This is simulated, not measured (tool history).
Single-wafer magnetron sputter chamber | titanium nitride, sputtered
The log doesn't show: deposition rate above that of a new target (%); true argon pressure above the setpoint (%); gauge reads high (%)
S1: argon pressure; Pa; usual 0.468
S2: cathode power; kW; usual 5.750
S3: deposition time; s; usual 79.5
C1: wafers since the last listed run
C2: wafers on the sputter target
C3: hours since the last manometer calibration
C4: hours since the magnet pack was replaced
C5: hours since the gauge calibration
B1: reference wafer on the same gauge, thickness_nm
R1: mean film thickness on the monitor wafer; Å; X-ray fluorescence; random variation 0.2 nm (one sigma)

run    hour     S1     S2    S3    C1    C2      C3      C4      C5      B1      R1
  1     0.0  0.382  6.650  79.5     0  1767   913.5  8393.7   286.9  75.467  970.24
  2    46.9  0.468  5.750  79.5   545  2313   960.4  8440.6   333.8  75.482  831.19
      193.3  -- sputter target and shields replaced
  3   256.5  0.468  5.750  79.5  2346   735  1170.0  8650.2   543.4  75.518  829.10
  4   283.2  0.468  5.750  79.5   310  1046  1196.7  8676.9   570.1  75.567  824.06
  5   309.0  0.468  5.750  79.5   300  1347  1222.5  8702.7   595.9  75.516  828.84
  6   336.9  0.468  5.750  79.5   324  1671  1250.4  8730.6   623.8  75.547  823.79
  7   380.3  0.468  6.150  89.9   505  2176  1293.8  8774.0   667.2  75.501  988.29
  8   429.6  0.468  6.150  89.9   573  2750  1343.1  8823.3   716.5  75.469  986.36
  9   500.8  0.468  5.750  79.5   828  3579  1414.3  8894.5   787.7  75.484  822.95
 10   544.9  0.468  5.750  79.5   513  4092  1458.4  8938.6   831.8  75.542  823.97
      566.2  -- sputter target and shields replaced
      608.0  -- magnet pack replaced
 11   608.8  0.468  5.750  79.5   557   403  1522.3     0.8   895.7  75.413  821.93
 12   668.8  0.468  5.750  68.4   698  1101  1582.3    60.8   955.7  75.452  709.01
 13   740.2  0.468  5.750  68.4   830  1932  1653.7   132.2  1027.1  75.469  703.46
 14   781.3  0.560  5.750  79.5   478  2410  1694.8   173.3  1068.2  75.500  787.56
 15   822.1  0.560  5.750  79.5   474  2885  1735.6   214.1  1109.0  75.537  785.48
 16   875.3  0.468  5.750  79.5   619  3504  1788.8   267.3  1162.2  75.522  817.91
      902.9  -- sputter target and shields replaced
 17   906.8  0.468  5.750  79.5   273    45  1820.3   298.8  1193.7  75.479  817.98
 18   962.0  0.468  5.750  79.5   642   688  1875.5   354.0  1248.9  75.498  813.62
      991.2  -- capacitance manometer re-zeroed and calibrated
 19  1023.9  0.468  5.750  95.0   627  1315    32.7   415.9  1310.8  75.517  995.38
 20  1057.8  0.551  5.400  68.3   394  1709    66.6   449.8  1344.7  75.565  656.40
 21  1128.4  0.468  6.250  79.5   821  2531   137.2   520.4  1415.3  75.501  890.36
 22  1210.7  0.654  5.750  88.6   957  3489   219.5   602.7  1497.6  75.446  857.77
     1234.5  -- sputter target and shields replaced
 23  1245.6  0.468  6.950  68.2   313   129   254.4   637.6  1532.5  75.501  836.22
 24  1270.2  0.560  6.450  79.5   286   415   279.0   662.2  1557.1  75.472  881.23
     1288.4  -- gauge calibrated
 25  1329.0  0.468  5.750  79.5   684  1100   337.8   721.0    40.6  75.518  832.57
 26  1445.9  0.468  5.750  64.8  1360  2460   454.7   837.9   157.5  75.577  679.63
 27  1515.6  0.468  5.750  79.5   811  3271   524.4   907.6   227.2  75.460  829.04
 28  1541.3  0.468  5.750  66.2   299  3571   550.1   933.3   252.9  75.512  694.00
     1569.0  -- sputter target and shields replaced
 29  1587.5  0.468  4.550  92.0   444   215   596.3   979.5   299.1  75.510  799.45
 30  1644.2  0.575  6.150  79.5   659   875   653.0  1036.2   355.8  75.507  836.09
 31  1700.8  0.468  5.750  79.5   658  1534   709.6  1092.8   412.4  75.568  830.71
 32  1745.0  0.468  5.750  79.5   514  2048   753.8  1137.0   456.6  75.561  833.08
 33  1781.1  0.303  5.750  79.5   420  2469   789.9  1173.1   492.7  75.484  889.89

Hidden state or all else? Some run-to-run changes of R1, split into what the settings, what came in and random variation would give without the hidden state, and what is left for the hidden state (with any gauge scatter that isn't in both results):
Run 2 -> 3: sputter target and shields replaced. R1 -2.09 Å: hidden state -2.18, all else +0.09.
Run 13 -> 14: S1 0.468 -> 0.560, S3 68.4 -> 79.5. R1 +84.10 Å: hidden state -4.65, all else +88.75.
Run 18 -> 19: S3 79.5 -> 95.0, capacitance manometer re-zeroed and calibrated. R1 +181.76 Å: hidden state +16.52, all else +165.24.
Run 19 -> 20: S1 0.468 -> 0.551, S2 5.750 -> 5.400, S3 95.0 -> 68.3. R1 -338.98 Å: hidden state -0.09, all else -338.89.
Run 20 -> 21: S1 0.551 -> 0.468, S2 5.400 -> 6.250, S3 68.3 -> 79.5. R1 +233.96 Å: hidden state -0.04, all else +234.00.

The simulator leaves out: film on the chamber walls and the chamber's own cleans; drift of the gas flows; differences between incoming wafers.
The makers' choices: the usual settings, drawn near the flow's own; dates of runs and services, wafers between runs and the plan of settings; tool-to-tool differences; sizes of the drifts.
